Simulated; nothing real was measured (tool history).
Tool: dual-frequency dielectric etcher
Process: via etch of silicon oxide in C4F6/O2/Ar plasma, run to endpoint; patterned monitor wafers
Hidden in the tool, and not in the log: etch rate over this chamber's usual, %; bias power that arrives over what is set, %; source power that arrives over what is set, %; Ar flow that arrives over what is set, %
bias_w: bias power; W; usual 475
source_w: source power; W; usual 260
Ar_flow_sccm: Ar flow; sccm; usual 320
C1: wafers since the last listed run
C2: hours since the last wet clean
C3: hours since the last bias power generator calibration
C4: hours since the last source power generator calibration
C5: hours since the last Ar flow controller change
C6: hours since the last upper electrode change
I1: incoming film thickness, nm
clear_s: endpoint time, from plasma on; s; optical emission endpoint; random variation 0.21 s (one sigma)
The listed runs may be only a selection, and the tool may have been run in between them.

Run 1, hour 0.0: usual settings but source_w 310 W; C1 0; C2 340.8; C3 2462.5; C4 2526.9; C5 4728.1; C6 1995.0; I1 119.9. Result: clear_s 30.2 s.
Run 2, hour 11.1: usual settings but source_w 310 W; C1 105; C2 351.9; C3 2473.6; C4 2538.0; C5 4739.2; C6 2006.1; I1 119.8. Result: clear_s 30.4 s.
Run 3, hour 22.7: usual settings but bias_w 523 W, source_w 230 W; C1 110; C2 363.5; C3 2485.2; C4 2549.6; C5 4750.8; C6 2017.7; I1 119.3. Result: clear_s 32.1 s.
Run 4, hour 39.0: usual settings but bias_w 523 W, source_w 230 W; C1 154; C2 379.8; C3 2501.5; C4 2565.9; C5 4767.1; C6 2034.0; I1 119.1. Result: clear_s 31.9 s.
Run 5, hour 46.1: usual settings; C1 67; C2 386.9; C3 2508.6; C4 2573.0; C5 4774.2; C6 2041.1; I1 121.2. Result: clear_s 31.9 s.
Run 6, hour 54.6: usual settings; C1 80; C2 395.4; C3 2517.1; C4 2581.5; C5 4782.7; C6 2049.6; I1 120.3. Result: clear_s 31.7 s.
At hour 78.0: source power generator calibrated.
At hour 93.4: wet clean of the chamber.
Run 7, hour 93.9: usual settings; C1 188; C2 0.5; C3 2556.4; C4 15.9; C5 4822.0; C6 2088.9; I1 119.8. Result: clear_s 33.6 s.
At hour 128.1: upper electrode replaced.
Run 8, hour 128.6: usual settings; C1 101; C2 35.2; C3 2591.1; C4 50.6; C5 4856.7; C6 0.5; I1 120.1. Result: clear_s 33.7 s.
Run 9, hour 135.1: usual settings; C1 61; C2 41.7; C3 2597.6; C4 57.1; C5 4863.2; C6 7.0; I1 119.9. Result: clear_s 33.4 s.
Run 10, hour 143.0: usual settings but bias_w 406 W, source_w 310 W; C1 74; C2 49.6; C3 2605.5; C4 65.0; C5 4871.1; C6 14.9; I1 120.5. Result: clear_s 33.3 s.
At hour 151.4: Ar flow controller replaced.
Run 11, hour 157.6: usual settings; C1 81; C2 64.2; C3 2620.1; C4 79.6; C5 6.2; C6 29.5; I1 120.5. Result: clear_s 33.6 s.
Run 12, hour 171.7: usual settings but source_w 290 W; C1 133; C2 78.3; C3 2634.2; C4 93.7; C5 20.3; C6 43.6; I1 120.3. Result: clear_s 32.4 s.

Run 13 comes next. What will it give?
At hour 175.8: bias power generator calibrated.
Run 13, hour 178.5: usual settings but source_w 320 W, Ar_flow_sccm 373 sccm; C1 26; C2 85.1; C3 2.7; C4 100.5; C5 27.1; C6 50.4; I1 120.7. Result: clear_s ?.

{"run 13": {"clear_s": 32.0}}
With the hidden condition absent and the run-to-run variation left alone, this run would have shown clear_s 32.4 s.

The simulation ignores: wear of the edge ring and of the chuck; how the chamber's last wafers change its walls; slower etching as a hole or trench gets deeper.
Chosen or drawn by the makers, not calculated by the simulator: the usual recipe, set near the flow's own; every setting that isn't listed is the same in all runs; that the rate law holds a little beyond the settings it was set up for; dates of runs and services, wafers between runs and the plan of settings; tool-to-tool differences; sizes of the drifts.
